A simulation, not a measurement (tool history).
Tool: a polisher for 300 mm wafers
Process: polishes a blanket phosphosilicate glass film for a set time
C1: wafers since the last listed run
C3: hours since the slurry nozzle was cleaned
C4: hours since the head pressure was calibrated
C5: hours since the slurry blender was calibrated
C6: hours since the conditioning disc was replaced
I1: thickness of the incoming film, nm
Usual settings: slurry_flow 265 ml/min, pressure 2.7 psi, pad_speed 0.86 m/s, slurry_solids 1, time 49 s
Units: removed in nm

Run 1, day 0: usual settings; C1 0; wafers polished on this pad 956; C3 306.6; C4 791.1; C5 435.9; C6 178.8; I1 2993.5. Result: removed 312 nm.
Run 2, day 0.425: usual settings; C1 114; wafers polished on this pad 1071; C3 316.8; C4 801.3; C5 446.1; C6 189; I1 2936.6. Result: removed 311.8 nm.
Run 3, day 0.917: usual settings; C1 132; wafers polished on this pad 1204; C3 328.6; C4 813.1; C5 457.9; C6 200.8; I1 2897.1. Result: removed 313.6 nm.
At day 1.262: worn pad replaced by a new one.
Run 4, day 1.358: usual settings; C1 74; wafers polished on this pad 26; C3 339.2; C4 823.7; C5 468.5; C6 211.4; I1 2966. Result: removed 303.2 nm.
At day 1.742: slurry nozzle cleaned.
Run 5, day 1.8: usual settings; C1 108; wafers polished on this pad 134; C3 1.4; C4 834.3; C5 479.1; C6 222; I1 2924. Result: removed 311 nm.
At day 2.204: slurry blender recalibrated.
Run 6, day 2.271: usual settings; C1 104; wafers polished on this pad 239; C3 12.7; C4 845.6; C5 1.6; C6 233.3; I1 2944. Result: removed 305.5 nm.
Run 7, day 2.692: usual settings but slurry_flow 355 ml/min, pressure 3 psi, pad_speed 1.04 m/s, time 58 s; C1 113; wafers polished on this pad 352; C3 22.8; C4 855.7; C5 11.7; C6 243.4; I1 2956.5. Result: removed 480.7 nm.
Run 8, day 3.708: usual settings but slurry_solids 1.1; C1 274; wafers polished on this pad 627; C3 47.2; C4 880.1; C5 36.1; C6 267.8; I1 2992.6. Result: removed 317.4 nm.
Run 9, day 4.354: usual settings but pad_speed 0.58 m/s; C1 174; wafers polished on this pad 802; C3 62.7; C4 895.6; C5 51.6; C6 283.3; I1 2921.9. Result: removed 223.3 nm.
Run 10, day 4.654: usual settings but time 35 s; C1 81; wafers polished on this pad 883; C3 69.9; C4 902.8; C5 58.8; C6 290.5; I1 2950. Result: removed 222.5 nm.
Run 11, day 4.954: usual settings but slurry_flow 340 ml/min; C1 81; wafers polished on this pad 964; C3 77.1; C4 910; C5 66; C6 297.7; I1 2971.5. Result: removed 317.8 nm.
Run 12, day 5.625: usual settings; C1 181; wafers polished on this pad 1146; C3 93.2; C4 926.1; C5 82.1; C6 313.8; I1 2941.5. Result: removed 307.1 nm.
At day 6.296: worn pad replaced by a new one.
Run 13, day 6.312: usual settings but slurry_flow 335 ml/min, time 40 s; C1 140; wafers polished on this pad 4; C3 109.7; C4 942.6; C5 98.6; C6 330.3; I1 3009.1. Result: removed 258.8 nm.
At day 6.754: conditioning disc replaced and pad reconditioned.
Run 14, day 6.85: usual settings but slurry_flow 335 ml/min, pressure 2.1 psi, slurry_solids 0.9, time 34 s; C1 122; wafers polished on this pad 126; C3 122.6; C4 955.5; C5 111.5; C6 2.3; I1 2940.2. Result: removed 164.3 nm.
Run 15, day 7.117: usual settings but pad_speed 0.94 m/s; C1 72; wafers polished on this pad 198; C3 129; C4 961.9; C5 117.9; C6 8.7; I1 2971.6. Result: removed 328.4 nm.
Run 16, day 7.579: usual settings but pressure 3.1 psi; C1 125; wafers polished on this pad 324; C3 140.1; C4 973; C5 129; C6 19.8; I1 2920.1. Result: removed 349.7 nm.
Run 17, day 8.208: usual settings but slurry_flow 215 ml/min, pressure 2 psi, pad_speed 0.68 m/s, slurry_solids 1.25; C1 170; wafers polished on this pad 494; C3 155.2; C4 988.1; C5 144.1; C6 34.9; I1 2969.5. Result: removed 196.8 nm.
At day 8.754: head pressure recalibrated.
Run 18, day 8.771: usual settings but slurry_flow 315 ml/min, pressure 3.2 psi, pad_speed 1.12 m/s; C1 129; wafers polished on this pad 623; C3 168.7; C4 0.4; C5 157.6; C6 48.4; I1 2899.8. Result: removed 454.2 nm.
Run 19, day 9.171: usual settings but pad_speed 1.16 m/s, time 62 s; C1 108; wafers polished on this pad 732; C3 178.3; C4 10; C5 167.2; C6 58; I1 2957.4. Result: removed 492.4 nm.
Run 20, day 9.462: usual settings but pressure 2.3 psi, slurry_solids 0.75; C1 78; wafers polished on this pad 810; C3 185.3; C4 17; C5 174.2; C6 65; I1 2948. Result: removed 238.8 nm.
Run 21, day 9.929: usual settings but pressure 2 psi, time 62 s; C1 126; wafers polished on this pad 937; C3 196.5; C4 28.2; C5 185.4; C6 76.2; I1 2951.8. Result: removed 286.8 nm.
Run 22, day 10.454: usual settings but pad_speed 0.72 m/s, slurry_solids 1.3; C1 141; wafers polished on this pad 1079; C3 209.1; C4 40.8; C5 198; C6 88.8; I1 2923.4. Result: removed 284.3 nm.
At day 10.867: worn pad replaced by a new one.
Run 23, day 10.912: usual settings; C1 78; wafers polished on this pad 12; C3 220.1; C4 51.8; C5 209; C6 99.8; I1 2971.3. Result: removed 302.9 nm.
Run 24, day 11.621: usual settings but pressure 3.3 psi, pad_speed 0.94 m/s, slurry_solids 1.25; C1 191; wafers polished on this pad 203; C3 237.1; C4 68.8; C5 226; C6 116.8; I1 2892.3. Result: removed 417.2 nm.
Run 25, day 12.117: usual settings; C1 134; wafers polished on this pad 337; C3 249; C4 80.7; C5 237.9; C6 128.7; I1 2900.1. Result: removed 304.1 nm.
Run 26, day 12.838: usual settings; C1 194; wafers polished on this pad 532; C3 266.3; C4 98; C5 255.2; C6 146; I1 2961.4. Result: removed 314.8 nm.

Forecast each of these 4 alternatives for the next run:
Run A, day 12.854: usual settings; C1 4; wafers polished on this pad 537; C3 266.7; C4 98.4; C5 255.6; C6 146.4; I1 2986.7. Result: removed ?.
Run B, day 12.854: usual settings but slurry_flow 350 ml/min, pressure 3 psi; C1 4; wafers polished on this pad 537; C3 266.7; C4 98.4; C5 255.6; C6 146.4; I1 2986.7. Result: removed ?.
Run C, day 12.854: usual settings but slurry_flow 235 ml/min, pressure 3.6 psi, slurry_solids 0.85, time 63 s; C1 4; wafers polished on this pad 537; C3 266.7; C4 98.4; C5 255.6; C6 146.4; I1 2986.7. Result: removed ?.
Run D, day 12.854: usual settings but slurry_flow 360 ml/min, pressure 1.9 psi; C1 4; wafers polished on this pad 537; C3 266.7; C4 98.4; C5 255.6; C6 146.4; I1 2986.7. Result: removed ?.

run  removed
  A    299.1
  B    341.3
  C      479
  D    216.6
Without the tool's hidden state the same runs would have given:
run  removed
  A    299.1
  B    341.3
  C      479
  D    216.6
